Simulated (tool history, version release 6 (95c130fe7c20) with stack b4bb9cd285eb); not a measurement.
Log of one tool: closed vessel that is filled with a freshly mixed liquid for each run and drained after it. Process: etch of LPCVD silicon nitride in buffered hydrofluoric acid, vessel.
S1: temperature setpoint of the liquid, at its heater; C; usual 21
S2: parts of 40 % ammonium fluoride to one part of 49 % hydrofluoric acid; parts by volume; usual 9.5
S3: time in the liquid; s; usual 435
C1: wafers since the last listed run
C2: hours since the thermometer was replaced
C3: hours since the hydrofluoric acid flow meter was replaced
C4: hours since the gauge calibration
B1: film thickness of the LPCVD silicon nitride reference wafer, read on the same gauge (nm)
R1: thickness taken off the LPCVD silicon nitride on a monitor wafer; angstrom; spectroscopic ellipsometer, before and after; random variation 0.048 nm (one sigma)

run 1 day=0 | S1=21 S2=9.5 S3=435 | C1=0 C2=1375.3 C3=328.9 C4=4283.1 | B1=110.01 | R1=53.3
-- day=0.829 gauge calibrated
run 2 day=2.996 | S1=21 S2=9.5 S3=435 | C1=5542 C2=1447.2 C3=400.8 C4=52 | B1=110.03 | R1=53.6
run 3 day=7.392 | S1=21 S2=11.5 S3=580 | C1=8132 C2=1552.7 C3=506.3 C4=157.5 | B1=109.98 | R1=61.2
run 4 day=11.267 | S1=21 S2=9.5 S3=435 | C1=7169 C2=1645.7 C3=599.3 C4=250.5 | B1=110.01 | R1=54.5
run 5 day=15.579 | S1=21 S2=9.5 S3=435 | C1=7978 C2=1749.2 C3=702.8 C4=354 | B1=110 | R1=53.7
run 6 day=19.117 | S1=21 S2=9.5 S3=435 | C1=6544 C2=1834.1 C3=787.7 C4=438.9 | B1=109.99 | R1=54.9
run 7 day=21.567 | S1=21 S2=9.5 S3=435 | C1=4532 C2=1892.9 C3=846.5 C4=497.7 | B1=110.01 | R1=54.5
run 8 day=25.45 | S1=19 S2=6 S3=685 | C1=7184 C2=1986.1 C3=939.7 C4=590.9 | B1=110.04 | R1=120
-- day=26.346 thermometer replaced
run 9 day=28.825 | S1=19.5 S2=9.5 S3=365 | C1=6166 C2=59.5 C3=1020.7 C4=671.9 | B1=109.99 | R1=42.8
run 10 day=32.792 | S1=21 S2=9.5 S3=435 | C1=7338 C2=154.7 C3=1115.9 C4=767.1 | B1=109.99 | R1=56
-- day=34.896 hydrofluoric acid flow meter replaced
run 11 day=36.333 | S1=19.5 S2=9.5 S3=550 | C1=6475 C2=239.7 C3=34.5 C4=852.1 | B1=109.99 | R1=61.3
run 12 day=38.35 | S1=21 S2=9.5 S3=435 | C1=3731 C2=288.1 C3=82.9 C4=900.5 | B1=110 | R1=52.4
run 13 day=40.321 | S1=21 S2=12.5 S3=435 | C1=3646 C2=335.4 C3=130.2 C4=947.8 | B1=109.98 | R1=40.8
run 14 day=43.383 | S1=21 S2=9.5 S3=345 | C1=5665 C2=408.9 C3=203.7 C4=1021.3 | B1=110.02 | R1=41.8
run 15 day=46.938 | S1=21 S2=9.5 S3=435 | C1=6575 C2=494.2 C3=289 C4=1106.6 | B1=109.97 | R1=52.9
run 16 day=50.583 | S1=21 S2=9.5 S3=435 | C1=6745 C2=581.7 C3=376.5 C4=1194.1 | B1=110.03 | R1=53
run 17 day=54.308 | S1=24.5 S2=11 S3=340 | C1=6891 C2=671.1 C3=465.9 C4=1283.5 | B1=109.97 | R1=45.1
run 18 day=56.458 | S1=19 S2=9.5 S3=435 | C1=3977 C2=722.7 C3=517.5 C4=1335.1 | B1=110 | R1=48.4
run 19 day=59.317 | S1=19.5 S2=13 S3=350 | C1=5288 C2=791.3 C3=586.1 C4=1403.7 | B1=109.99 | R1=30.2
run 20 day=61.725 | S1=21 S2=9.5 S3=250 | C1=4455 C2=849.1 C3=643.9 C4=1461.5 | B1=110.03 | R1=30.6
run 21 day=64.392 | S1=21 S2=8 S3=640 | C1=4933 C2=913.1 C3=707.9 C4=1525.5 | B1=110.01 | R1=94.9
run 22 day=68.088 | S1=19.5 S2=12.5 S3=500 | C1=6837 C2=1001.8 C3=796.6 C4=1614.2 | B1=109.97 | R1=46
run 23 day=70.517 | S1=25.5 S2=9.5 S3=435 | C1=4494 C2=1060.1 C3=854.9 C4=1672.5 | B1=109.97 | R1=69
run 24 day=73.067 | S1=21 S2=9.5 S3=435 | C1=4717 C2=1121.3 C3=916.1 C4=1733.7 | B1=110.03 | R1=54.9
run 25 day=77.442 | S1=17 S2=9.5 S3=585 | C1=8094 C2=1226.3 C3=1021.1 C4=1838.7 | B1=110 | R1=59.3
run 26 day=81.862 | S1=17 S2=12 S3=555 | C1=8178 C2=1332.4 C3=1127.2 C4=1944.8 | B1=109.99 | R1=46.9
run 27 day=85.95 | S1=25.5 S2=7 S3=240 | C1=7562 C2=1430.5 C3=1225.3 C4=2042.9 | B1=109.99 | R1=53.1
run 28 day=89.371 | S1=21 S2=9.5 S3=435 | C1=6328 C2=1512.6 C3=1307.4 C4=2125 | B1=109.98 | R1=56.1
-- day=92.246 hydrofluoric acid flow meter replaced
run 29 day=92.742 | S1=23 S2=12 S3=435 | C1=6159 C2=1593.5 C3=11.9 C4=2205.9 | B1=110.01 | R1=47.5
run 30 day=96.038 | S1=24.5 S2=8 S3=605 | C1=6097 C2=1672.6 C3=91 C4=2285 | B1=110.01 | R1=105.3
run 31 day=99.612 | S1=19.5 S2=12.5 S3=615 | C1=6614 C2=1758.4 C3=176.8 C4=2370.8 | B1=110.05 | R1=54.1

5 ways to go on from here, each from the tool as it stands after run 31. What would each give?
run A day=99.646 | S1=21 S2=11.5 S3=435 | C1=61 C2=1759.2 C3=177.6 C4=2371.6 | B1=? | R1=?
run B day=99.646 | S1=21 S2=9.5 S3=255 | C1=61 C2=1759.2 C3=177.6 C4=2371.6 | B1=? | R1=?
run C day=99.646 | S1=22.5 S2=13.5 S3=535 | C1=61 C2=1759.2 C3=177.6 C4=2371.6 | B1=? | R1=?
run D day=99.646 | S1=21 S2=7 S3=525 | C1=61 C2=1759.2 C3=177.6 C4=2371.6 | B1=? | R1=?
run E day=99.646 | S1=18 S2=11 S3=435 | C1=61 C2=1759.2 C3=177.6 C4=2371.6 | B1=? | R1=?

run=A B1=109.97 R1=44.3
run=B B1=109.97 R1=30.6
run=C B1=109.97 R1=50.6
run=D B1=109.97 R1=85.9
run=E B1=109.97 R1=39.1
Without the tool's hidden state the same runs would have given:
run=A R1=43.7
run=B R1=30.4
run=C R1=50
run=D R1=84.9
run=E R1=38.6

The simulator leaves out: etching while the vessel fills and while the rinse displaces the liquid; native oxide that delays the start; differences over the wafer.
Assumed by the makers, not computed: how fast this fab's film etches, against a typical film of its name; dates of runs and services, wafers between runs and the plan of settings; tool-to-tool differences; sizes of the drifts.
